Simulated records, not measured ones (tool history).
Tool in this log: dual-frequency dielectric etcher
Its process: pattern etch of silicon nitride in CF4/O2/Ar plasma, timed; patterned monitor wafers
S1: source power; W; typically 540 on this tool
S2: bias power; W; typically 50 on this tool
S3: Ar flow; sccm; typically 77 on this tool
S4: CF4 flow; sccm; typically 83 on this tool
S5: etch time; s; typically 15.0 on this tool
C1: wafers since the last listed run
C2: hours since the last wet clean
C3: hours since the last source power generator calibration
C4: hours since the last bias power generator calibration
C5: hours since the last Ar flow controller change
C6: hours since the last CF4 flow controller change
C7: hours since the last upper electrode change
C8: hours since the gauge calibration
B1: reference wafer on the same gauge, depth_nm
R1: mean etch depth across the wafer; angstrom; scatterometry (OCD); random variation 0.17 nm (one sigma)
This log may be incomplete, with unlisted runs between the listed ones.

{"run": 1, "day": 0.0, "S1": 540, "S2": 50, "S3": 77, "S4": 83, "S5": 15.0, "C1": 0, "C2": 262.4, "C3": 1505.1, "C4": 2562.4, "C5": 2986.1, "C6": 266.4, "C7": 511.3, "C8": 289.4, "B1": 36.41, "R1": 312.6}
{"day": 1.992, "done": "Ar flow controller replaced"}
{"run": 2, "day": 3.062, "S1": 540, "S2": 50, "S3": 77, "S4": 83, "S5": 15.0, "C1": 651, "C2": 335.9, "C3": 1578.6, "C4": 2635.9, "C5": 25.7, "C6": 339.9, "C7": 584.8, "C8": 362.9, "B1": 36.56, "R1": 315.8}
{"day": 5.617, "done": "bias power generator calibrated"}
{"run": 3, "day": 7.033, "S1": 540, "S2": 50, "S3": 77, "S4": 83, "S5": 15.0, "C1": 881, "C2": 431.2, "C3": 1673.9, "C4": 34.0, "C5": 121.0, "C6": 435.2, "C7": 680.1, "C8": 458.2, "B1": 36.83, "R1": 315.0}
{"run": 4, "day": 11.583, "S1": 540, "S2": 50, "S3": 77, "S4": 89, "S5": 15.0, "C1": 1053, "C2": 540.4, "C3": 1783.1, "C4": 143.2, "C5": 230.2, "C6": 544.4, "C7": 789.3, "C8": 567.4, "B1": 36.96, "R1": 318.4}
{"run": 5, "day": 14.9, "S1": 540, "S2": 61, "S3": 77, "S4": 71, "S5": 15.0, "C1": 768, "C2": 620.0, "C3": 1862.7, "C4": 222.8, "C5": 309.8, "C6": 624.0, "C7": 868.9, "C8": 647.0, "B1": 37.03, "R1": 327.4}
{"run": 6, "day": 18.717, "S1": 540, "S2": 50, "S3": 89, "S4": 83, "S5": 12.5, "C1": 883, "C2": 711.6, "C3": 1954.3, "C4": 314.4, "C5": 401.4, "C6": 715.6, "C7": 960.5, "C8": 738.6, "B1": 37.13, "R1": 262.8}
{"day": 19.9, "done": "source power generator calibrated"}
{"day": 21.192, "done": "wet clean of the chamber"}
{"run": 7, "day": 22.792, "S1": 650, "S2": 50, "S3": 77, "S4": 83, "S5": 11.0, "C1": 673, "C2": 38.4, "C3": 69.4, "C4": 412.2, "C5": 499.2, "C6": 813.4, "C7": 1058.3, "C8": 836.4, "B1": 37.35, "R1": 269.7}
{"run": 8, "day": 24.292, "S1": 590, "S2": 50, "S3": 65, "S4": 104, "S5": 11.5, "C1": 347, "C2": 74.4, "C3": 105.4, "C4": 448.2, "C5": 535.2, "C6": 849.4, "C7": 1094.3, "C8": 872.4, "B1": 37.31, "R1": 271.1}
{"run": 9, "day": 27.004, "S1": 540, "S2": 50, "S3": 69, "S4": 75, "S5": 15.0, "C1": 628, "C2": 139.5, "C3": 170.5, "C4": 513.3, "C5": 600.3, "C6": 914.5, "C7": 1159.4, "C8": 937.5, "B1": 37.37, "R1": 320.5}
{"run": 10, "day": 28.958, "S1": 540, "S2": 44, "S3": 58, "S4": 83, "S5": 13.5, "C1": 452, "C2": 186.4, "C3": 217.4, "C4": 560.2, "C5": 647.2, "C6": 961.4, "C7": 1206.3, "C8": 984.4, "B1": 37.4, "R1": 285.1}
{"run": 11, "day": 33.033, "S1": 420, "S2": 50, "S3": 77, "S4": 76, "S5": 11.5, "C1": 943, "C2": 284.2, "C3": 315.2, "C4": 658.0, "C5": 745.0, "C6": 1059.2, "C7": 1304.1, "C8": 1082.2, "B1": 37.54, "R1": 201.8}
{"run": 12, "day": 34.792, "S1": 540, "S2": 50, "S3": 68, "S4": 83, "S5": 17.0, "C1": 407, "C2": 326.4, "C3": 357.4, "C4": 700.2, "C5": 787.2, "C6": 1101.4, "C7": 1346.3, "C8": 1124.4, "B1": 37.47, "R1": 365.9}
{"run": 13, "day": 37.1, "S1": 540, "S2": 62, "S3": 77, "S4": 69, "S5": 15.0, "C1": 534, "C2": 381.8, "C3": 412.8, "C4": 755.6, "C5": 842.6, "C6": 1156.8, "C7": 1401.7, "C8": 1179.8, "B1": 37.49, "R1": 331.0}
{"run": 14, "day": 40.45, "S1": 460, "S2": 50, "S3": 92, "S4": 83, "S5": 15.0, "C1": 775, "C2": 462.2, "C3": 493.2, "C4": 836.0, "C5": 923.0, "C6": 1237.2, "C7": 1482.1, "C8": 1260.2, "B1": 37.63, "R1": 280.7}
{"run": 15, "day": 44.529, "S1": 540, "S2": 50, "S3": 77, "S4": 83, "S5": 15.0, "C1": 944, "C2": 560.1, "C3": 591.1, "C4": 933.9, "C5": 1020.9, "C6": 1335.1, "C7": 1580.0, "C8": 1358.1, "B1": 37.67, "R1": 323.0}
{"run": 16, "day": 48.292, "S1": 540, "S2": 50, "S3": 77, "S4": 83, "S5": 15.0, "C1": 871, "C2": 650.4, "C3": 681.4, "C4": 1024.2, "C5": 1111.2, "C6": 1425.4, "C7": 1670.3, "C8": 1448.4, "B1": 37.69, "R1": 322.2}
{"day": 51.175, "done": "wet clean of the chamber"}
{"run": 17, "day": 57.125, "S1": 540, "S2": 61, "S3": 77, "S4": 71, "S5": 15.0, "C1": 1814, "C2": 142.8, "C3": 893.4, "C4": 1236.2, "C5": 1323.2, "C6": 1637.4, "C7": 1882.3, "C8": 1660.4, "B1": 37.78, "R1": 334.5}
{"run": 18, "day": 60.854, "S1": 540, "S2": 50, "S3": 77, "S4": 83, "S5": 19.5, "C1": 863, "C2": 232.3, "C3": 982.9, "C4": 1325.7, "C5": 1412.7, "C6": 1726.9, "C7": 1971.8, "C8": 1749.9, "B1": 37.76, "R1": 423.8}

Predict the results of run 19:
{"run": 19, "day": 63.821, "S1": 430, "S2": 60, "S3": 77, "S4": 83, "S5": 15.0, "C1": 687, "C2": 303.5, "C3": 1054.1, "C4": 1396.9, "C5": 1483.9, "C6": 1798.1, "C7": 2043.0, "C8": 1821.1, "B1": "?", "R1": "?"}

Run 19 produced B1 37.80, R1 286.9 angstrom.
If the tool had no hidden condition, the same run with the same run-to-run variation would have returned R1 268.4 angstrom.
